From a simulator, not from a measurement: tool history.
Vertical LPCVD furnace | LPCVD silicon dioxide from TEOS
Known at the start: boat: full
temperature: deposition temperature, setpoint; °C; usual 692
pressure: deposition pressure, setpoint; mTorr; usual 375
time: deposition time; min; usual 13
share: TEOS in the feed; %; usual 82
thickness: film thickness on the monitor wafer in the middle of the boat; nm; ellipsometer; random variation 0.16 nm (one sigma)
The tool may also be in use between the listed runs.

run	hour	temperature	pressure	time	share	wafers since the last listed run	hours since the last temperature calibration	hours since the pressure gauge was zeroed	hours since the TEOS flow controller was replaced	hours since the gauge calibration	read-back reference wafer on the same gauge, thickness	thickness
1	0	692	375	13	82	0	1377.7	3068.1	5400.5	638.5	86.12	91.26
2	24.2	692	375	13	82	426	1401.9	3092.3	5424.7	662.7	86.14	91.42
# hour 70.6: gauge calibrated
3	78.4	692	375	13	82	954	1456.1	3146.5	5478.9	7.8	86.12	91.5
4	111.7	692	375	13	82	586	1489.4	3179.8	5512.2	41.1	86.1	91.42
5	140.4	692	375	13	82	505	1518.1	3208.5	5540.9	69.8	86.07	91.54
6	192.6	692	375	13	82	919	1570.3	3260.7	5593.1	122	86.06	91.44
7	248.2	692	375	13	82	978	1625.9	3316.3	5648.7	177.6	86.13	91.58
8	284.3	692	375	13	82	635	1662	3352.4	5684.8	213.7	86.12	91.66
9	320.4	692	375	13	82	635	1698.1	3388.5	5720.9	249.8	86.11	91.28
10	346.1	692	375	13	82	452	1723.8	3414.2	5746.6	275.5	86.13	91.77
11	382.4	692	375	16	82	639	1760.1	3450.5	5782.9	311.8	86.08	112.95
# hour 430.8: pressure gauge zeroed
# hour 451.6: thermocouples replaced and temperature profile calibrated
12	559.4	692	375	16	82	2327	107.8	128.6	5959.9	488.8	86.09	109.06
13	609.5	682	295	13	75	882	157.9	178.7	6010	538.9	86.13	59.47
14	677.3	692	375	13	82	1193	225.7	246.5	6077.8	606.7	86.08	88.66
15	737.9	683	375	13	82	1067	286.3	307.1	6138.4	667.3	86.1	71.65
16	798.3	680	375	11.5	92	1063	346.7	367.5	6198.8	727.7	86.09	62.48
17	833.8	692	425	13	82	625	382.2	403	6234.3	763.2	86.16	94.59
18	869	692	375	13	70	619	417.4	438.2	6269.5	798.4	86.13	82.44
# hour 886.6: gauge calibrated
19	903.3	702	465	13	82	603	451.7	472.5	6303.8	16.7	86.08	125.4
20	974.5	692	375	15.5	82	1253	522.9	543.7	6375	87.9	86.1	106.6
21	1041.7	683	375	11	82	1183	590.1	610.9	6442.2	155.1	86.1	61.1
# hour 1086.9: TEOS flow controller replaced
22	1097.5	696	300	13	75	559	645.9	666.7	10.6	210.9	86.1	84.41
23	1157.1	687	375	10.5	82	1049	705.5	726.3	70.2	270.5	86.12	64.3
24	1204	692	375	13	82	825	752.4	773.2	117.1	317.4	86.13	90.07
25	1393.9	683	375	11	82	3343	942.3	963.1	307	507.3	86.13	61.63

Hidden state at the last listed run before each entry between runs and at the first one after, where it differs:
Between runs 2 and 3: gauge calibrated (hour 70.6)
  true tube temperature minus thermocouple reading, K: 0.614 -> 0.636
  measured less the result without the state, thickness: +3.51 -> +3.57 nm
Between runs 11 and 12: pressure gauge zeroed (hour 430.8); thermocouples replaced and temperature profile calibrated (hour 451.6)
  true tube temperature minus thermocouple reading, K: 0.759 -> 0.0572; true pressure minus gauge reading, mTorr: 19.4 -> 4.49
  measured less the result without the state, thickness: +4.77 -> +0.79 nm
Between runs 18 and 19: gauge calibrated (hour 886.6)
  true tube temperature minus thermocouple reading, K: 0.183 -> 0.196; true pressure minus gauge reading, mTorr: 8.37 -> 8.74
  measured less the result without the state, thickness: +1.25 -> +1.73 nm
Between runs 21 and 22: TEOS flow controller replaced (hour 1086.9)
  true tube temperature minus thermocouple reading, K: 0.252 -> 0.275; true pressure minus gauge reading, mTorr: 10.1 -> 10.7
  measured less the result without the state, thickness: +1.17 -> +2 nm

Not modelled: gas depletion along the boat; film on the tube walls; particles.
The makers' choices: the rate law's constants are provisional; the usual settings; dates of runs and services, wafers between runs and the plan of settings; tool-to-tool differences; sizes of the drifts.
